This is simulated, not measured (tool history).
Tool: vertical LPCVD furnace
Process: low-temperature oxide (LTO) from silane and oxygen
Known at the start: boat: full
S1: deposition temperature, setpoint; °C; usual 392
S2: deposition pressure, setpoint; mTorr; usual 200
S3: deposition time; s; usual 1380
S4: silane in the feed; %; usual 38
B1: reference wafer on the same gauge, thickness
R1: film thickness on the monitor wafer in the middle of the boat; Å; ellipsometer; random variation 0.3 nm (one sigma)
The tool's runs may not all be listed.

run   hour   S1   S2    S3  S4      B1      R1
  1      0  392  200  1380  38  175.96  1759.3
  2     15  392  200  1380  38  175.93  1762.8
  3   38.6  392  200  1380  38  175.95  1760.8
  4   66.5  392  200  1380  38  176.05  1762.9
  5   80.7  392  200  1380  38  175.99  1766.2
  6   98.1  392  200  1380  38  176.04  1764.4
  7  117.9  392  200  1380  38  176.03  1767.5
  8  147.5  392  200  1380  38  176.08  1767.1
     187.4  -- silane flow controller replaced
  9  187.9  392  200  1380  38  175.92  1779.6
     191.3  -- gauge calibrated
 10  191.9  384  200  1380  31  175.99  1221.4
     221.9  -- thermocouples replaced and temperature profile calibrated
     227.8  -- pressure gauge zeroed
 11  228.3  386  200  1380  38  176.02  1560.1
 12  232.3  382  185   990  35  175.94     883
 13  321.2  392  200  1380  38  176.01  1671.5
 14  350.3  400  160  1170  43  176.01  1436.3
 15    385  399  200  1380  38  176.06  1811.7
 16  449.2  392  200  1380  43  175.97  1945.4
 17  484.2  384  200  1380  31  175.99    1145

Forecast each of these 3 alternatives for the next run:
  A  488.3  392  200  1380  38   ?   ?
  B  488.3  392  200  1380  41   ?   ?
  C  488.3  395  155   990  35   ?   ?

run      B1      R1
  A  175.99  1676.1
  B  175.99  1840.8
  C  175.99     866
Without the tool's hidden state the same runs would have given:
run      R1
  A  1673.9
  B  1838.4
  C   864.9
